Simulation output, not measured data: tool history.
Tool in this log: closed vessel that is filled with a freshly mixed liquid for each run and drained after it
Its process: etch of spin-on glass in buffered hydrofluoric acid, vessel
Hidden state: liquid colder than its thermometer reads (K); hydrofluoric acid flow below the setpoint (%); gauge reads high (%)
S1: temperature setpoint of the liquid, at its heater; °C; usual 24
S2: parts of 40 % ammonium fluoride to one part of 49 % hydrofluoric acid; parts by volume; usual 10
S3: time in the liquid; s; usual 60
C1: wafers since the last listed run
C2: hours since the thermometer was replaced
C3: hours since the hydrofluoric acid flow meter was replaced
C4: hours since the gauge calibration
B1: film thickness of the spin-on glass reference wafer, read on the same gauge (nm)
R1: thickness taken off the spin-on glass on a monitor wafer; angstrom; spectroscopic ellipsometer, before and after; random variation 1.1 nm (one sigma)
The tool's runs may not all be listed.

run    hour    S1    S2  S3     C1     C2     C3      C4     B1      R1
  1       0    24    10  60      0  465.2   41.5    1543  38.62  1431.7
  2      45    24    10  60   5993  510.2   86.5    1588  38.56  1432.3
       75.7  -- thermometer replaced
  3      92    24    10  60   6126   16.3  133.5    1635  38.57  1418.6
  4   122.6    27    10  60   4075   46.9  164.1  1665.6  38.54  1693.3
  5   160.5    27    10  60   5048   84.8    202  1703.5  38.53    1655
  6   184.6    24    10  60   3210  108.9  226.1  1727.6  38.53  1426.7
  7   243.9    24    10  60   7898  168.2  285.4  1786.9  38.52  1433.4
  8   311.2    24    10  60   8964  235.5  352.7  1854.2  38.51  1423.3
  9   465.7    24    10  60  20578    390  507.2  2008.7  38.48  1418.4
 10   520.4    24     9  60   7285  444.7  561.9  2063.4  38.46  1508.1
 11     683    24     9  60  21657  607.3  724.5    2226  38.44  1512.2
 12   709.7    21   8.5  75   3556    634  751.2  2252.7  38.46  1695.5
      726.4  -- hydrofluoric acid flow meter replaced
      743.2  -- thermometer replaced
 13   747.6  27.5     7  75   4781    4.4   21.2  2290.6  38.44  3000.1
 14   889.8  26.5    14  95  18940  146.6  163.4  2432.8  38.42  1864.9
 15     933    24    10  60   5754  189.8  206.6    2476  38.41  1417.3
      966.7  -- gauge calibrated
 16   967.4    24  11.5  45   4581  224.2    241     0.7  40.11   978.2
 17   999.4    29   7.5  90   4262  256.2    273    32.7  40.04  3725.7
 18  1180.3  28.5    10  45  24095  437.1  453.9   213.6  39.64  1412.1
 19  1212.4    24    10  60   4275  469.2    486   245.7  39.62  1467.4
 20  1250.2  21.5    10  60   5034    507  523.8   283.5  39.54  1272.5
 21  1278.8    21    10  60   3809  535.6  552.4   312.1  39.49  1236.5
 22  1308.2  22.5  13.5  85   3915    565  581.8   341.5  39.44  1407.3
     1354.8  -- thermometer replaced
 23  1372.1    24    10  45   8377   17.3  645.7   405.4  39.33  1092.2
 24  1430.5  28.5     8  60   7778   75.7  704.1   463.8  39.26  2240.3
 25  1467.2  26.5    13  60   4888  112.4  740.8   500.5  39.23  1264.8
     1560.9  -- hydrofluoric acid flow meter replaced
 26  1632.9    24   8.5  45  21937  278.1     72   666.2  39.03  1226.1
 27  1687.7    24    10  60   7299  332.9  126.8     721  38.98  1427.8
 28  1757.8  28.5    10  45   9337    403  196.9   791.1  38.91  1367.2
 29  1784.9    22   8.5  60   3609  430.1    224   818.2  38.88    1466
 30  1816.9    24    10  75   4262  462.1    256   850.2  38.85  1781.1
 31  1848.6  25.5  12.5  60   4222  493.8  287.7   881.9  38.83  1256.1
 32  1892.3    24     7  75   5820  537.5  331.4   925.6  38.81  2473.3

Hidden condition of the tool, last listed run before each entry between runs versus first listed run after:
Run 2 -> run 3: thermometer replaced (hour 75.7)
  gauge reads high (%): -3.56 -> -3.59
  measured less the result without the state, R1: -52.8 -> -52.9 angstrom
Run 12 -> run 13: hydrofluoric acid flow meter replaced (hour 726.4); thermometer replaced (hour 743.2)
  gauge reads high (%): -3.9 -> -3.91
  measured less the result without the state, R1: -68.7 -> -122 angstrom
Run 15 -> run 16: gauge calibrated (hour 966.7)
  gauge reads high (%): -3.96 -> 0.301
  measured less the result without the state, R1: -58.4 -> +3 angstrom
Run 22 -> run 23: thermometer replaced (hour 1354.8)
  gauge reads high (%): -1.41 -> -1.65
  measured less the result without the state, R1: -20.1 -> -18.3 angstrom
Run 25 -> run 26: hydrofluoric acid flow meter replaced (hour 1560.9)
  gauge reads high (%): -1.98 -> -2.45
  measured less the result without the state, R1: -25.5 -> -30.9 angstrom
